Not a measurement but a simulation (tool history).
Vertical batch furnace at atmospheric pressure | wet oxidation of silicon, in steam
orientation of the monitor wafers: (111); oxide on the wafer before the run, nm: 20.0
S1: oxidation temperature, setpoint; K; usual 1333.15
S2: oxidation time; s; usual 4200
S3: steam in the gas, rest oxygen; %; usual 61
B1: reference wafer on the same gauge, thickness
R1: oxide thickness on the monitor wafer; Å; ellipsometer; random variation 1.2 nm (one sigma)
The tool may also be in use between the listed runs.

run,hour,S1,S2,S3,B1,R1
1,0.0,1333.15,4200,61,524.44,5209.0
2,31.6,1333.15,4200,61,524.40,5229.1
3,70.9,1333.15,4200,61,524.26,5230.5
4,186.5,1333.15,4200,61,523.15,5211.5
5,240.0,1333.15,3780,61,522.73,4901.0
6,269.6,1333.15,3780,61,522.44,4922.3
7,306.1,1333.15,4200,68,522.24,5499.3
8,362.5,1333.15,4200,68,521.93,5513.1
9,563.1,1333.15,4200,61,520.38,5173.0
10,606.8,1319.15,4200,61,519.92,4887.2
11,673.0,1333.15,4200,67,519.33,5447.2
12,698.2,1333.15,4200,67,519.18,5451.7
13,742.8,1333.15,4200,67,526.74,5547.6
14,804.0,1333.15,4200,61,526.41,5245.6
15,865.5,1333.15,3450,61,525.98,4691.1
16,909.4,1333.15,4200,61,525.55,5245.4
17,957.0,1352.15,2670,61,524.93,4384.3
18,1014.5,1333.15,5040,61,524.73,5768.4
19,1068.3,1333.15,5130,66,524.29,6101.6
20,1137.1,1333.15,3450,61,524.02,4677.9
21,1188.9,1333.15,4200,67,523.50,5496.6
22,1194.4,1333.15,4200,72,523.58,5709.5
23,1229.5,1333.15,4200,61,523.30,5206.9
24,1259.8,1333.15,4200,61,522.81,5202.8
25,1312.8,1333.15,4200,61,522.57,5198.0
26,1412.3,1316.15,2640,71,521.57,4033.6
27,1440.6,1358.15,4200,56,521.54,5470.5
28,1469.7,1326.15,5250,58,521.47,5558.2
29,1501.6,1320.15,3480,61,521.09,4420.8
30,1526.2,1333.15,4740,61,520.92,5558.3
31,1647.8,1333.15,3270,49,520.10,3976.9

Taken out of this log: 3 entries between the listed runs. Where each belongs, and how the hidden state differs across it:
Between runs 12 and 13: gauge calibrated (hour 718.0); thermocouples replaced and temperature profile calibrated (hour 738.2)
  gauge reads high (%): -1.63 -> -0.223
  measured less the result without the state, R1: -90.2 -> -12.4 Å
Between runs 20 and 21: steam generator serviced (hour 1188.4)
  gauge reads high (%): -0.775 -> -0.847
  measured less the result without the state, R1: -36.6 -> -46.9 Å
